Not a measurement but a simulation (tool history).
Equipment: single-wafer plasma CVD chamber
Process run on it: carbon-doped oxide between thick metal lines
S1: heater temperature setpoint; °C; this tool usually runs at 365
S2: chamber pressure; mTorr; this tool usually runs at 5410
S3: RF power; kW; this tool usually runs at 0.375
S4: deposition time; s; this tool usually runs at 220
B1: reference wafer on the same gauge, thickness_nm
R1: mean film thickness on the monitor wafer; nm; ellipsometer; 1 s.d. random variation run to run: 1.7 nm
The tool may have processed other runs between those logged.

run   hour   S1    S2     S3   S4       B1        R1
  1      0  365  5410  0.375  220  875.768   806.934
  2   27.1  365  5410  0.375  229  876.579   841.983
  3   51.9  365  5410  0.395  220    876.1   850.414
  4   82.8  365  5410  0.375  220  876.941   808.532
  5  113.2  365  5410  0.375  220  876.841   810.289
  6  128.3  365  5410  0.375  220  877.526   811.622
  7  167.8  370  5410   0.33  220  878.121   707.654
  8  185.6  370  5410   0.33  220  878.435   708.289
  9  213.7  375  5410  0.375  220  879.343   795.009
 10  246.3  365  6460  0.375  220  879.569   828.342
 11  260.6  365  5410  0.375  220  880.795   812.191
 12  281.5  371  5410  0.375  232  879.999   847.936
 13  315.1  369  6460  0.375  205    880.6   768.142
 14  352.9  365  5410  0.375  220  881.852   813.199
 15  383.6  370  5410  0.375  220  882.654   806.063
 16  417.9  365  4790  0.305  243  884.185   719.146
 17  445.9  365  5410  0.375  220  884.134   818.487
 18  464.4  373  5410  0.375  220   885.06   806.079
 19  485.8  365  6590  0.425  246   884.77  1045.358
 20  508.3  365  5410  0.375  220  886.489    816.97
 21  544.8  365  4830  0.375  192  875.512    695.85
 22  572.6  377  4160  0.335  234  875.183   728.551
 23  591.2  365  4280  0.375  220  875.027   786.461
 24  610.1  365  5410  0.375  257  875.411   944.619
 25  631.6  365  5410  0.375  220  874.537   809.827
 26  677.7  359  5880  0.375  185   874.58   694.948
 27    764  378  5780   0.31  220  875.601   655.498

Put back what was entered between runs (5 entries, withheld): which listed runs does each sit between, and how does the hidden state differ from the listed run before to the listed run after?
In the gap between runs 6 and 7: showerhead replaced (hour 151.3); capacitance manometer re-zeroed and calibrated (hour 167.3)
  gauge reads high (%): 0.289 -> 0.359
  the result without the hidden state subtracted from the measured one, R1: +2.339 -> +2.529 nm
In the gap between runs 11 and 12: thermocouple changed; heater temperature recalibrated (hour 274.1)
  gauge reads high (%): 0.55 -> 0.599
  the result without the hidden state subtracted from the measured one, R1: +4.445 -> +5.048 nm
In the gap between runs 20 and 21: gauge calibrated (hour 532.4); RF generator calibrated (hour 544.3)
  gauge reads high (%): 1.25 -> -0.0369
  the result without the hidden state subtracted from the measured one, R1: +10.119 -> -0.257 nm
